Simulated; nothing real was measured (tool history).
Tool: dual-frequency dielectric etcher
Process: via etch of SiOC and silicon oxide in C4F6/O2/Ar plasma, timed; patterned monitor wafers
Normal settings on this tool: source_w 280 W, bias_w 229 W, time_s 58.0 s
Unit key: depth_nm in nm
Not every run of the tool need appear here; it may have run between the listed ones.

run   hour  source_w  bias_w  time_s  read-back reference wafer on the same gauge, depth_nm  depth_nm
  1    0.0       230     229    58.0                                                   54.7      59.8
  2   16.3       280     241    58.0                                                   54.7      63.6
  3   44.6       280     252    58.0                                                   54.7      64.9
  4   64.0       280     252    58.0                                                   54.7      64.6
  5   96.6       280     229    58.0                                                   54.7      63.9
     114.8  -- bias power generator calibrated
  6  126.7       280     229    58.0                                                   54.7      63.8
     127.4  -- gauge calibrated
     176.9  -- upper electrode replaced
  7  177.4       280     229    58.0                                                   54.7      64.0
  8  180.6       280     229    58.0                                                   54.8      64.3
  9  216.1       310     229    50.0                                                   54.7      57.4
 10  228.4       310     184    64.5                                                   54.7      70.3
     243.6  -- source power generator calibrated
     254.7  -- wet clean of the chamber
 11  255.2       280     229    58.0                                                   54.8      60.5

Expected results for the next run?
 12  279.3       280     229    70.0                                                      ?         ?

{"run 12": {"read-back reference wafer on the same gauge, depth_nm": 54.8, "depth_nm": 72.9}}
Minus the tool's unlogged condition, the same run would have read depth_nm 73.4 nm.
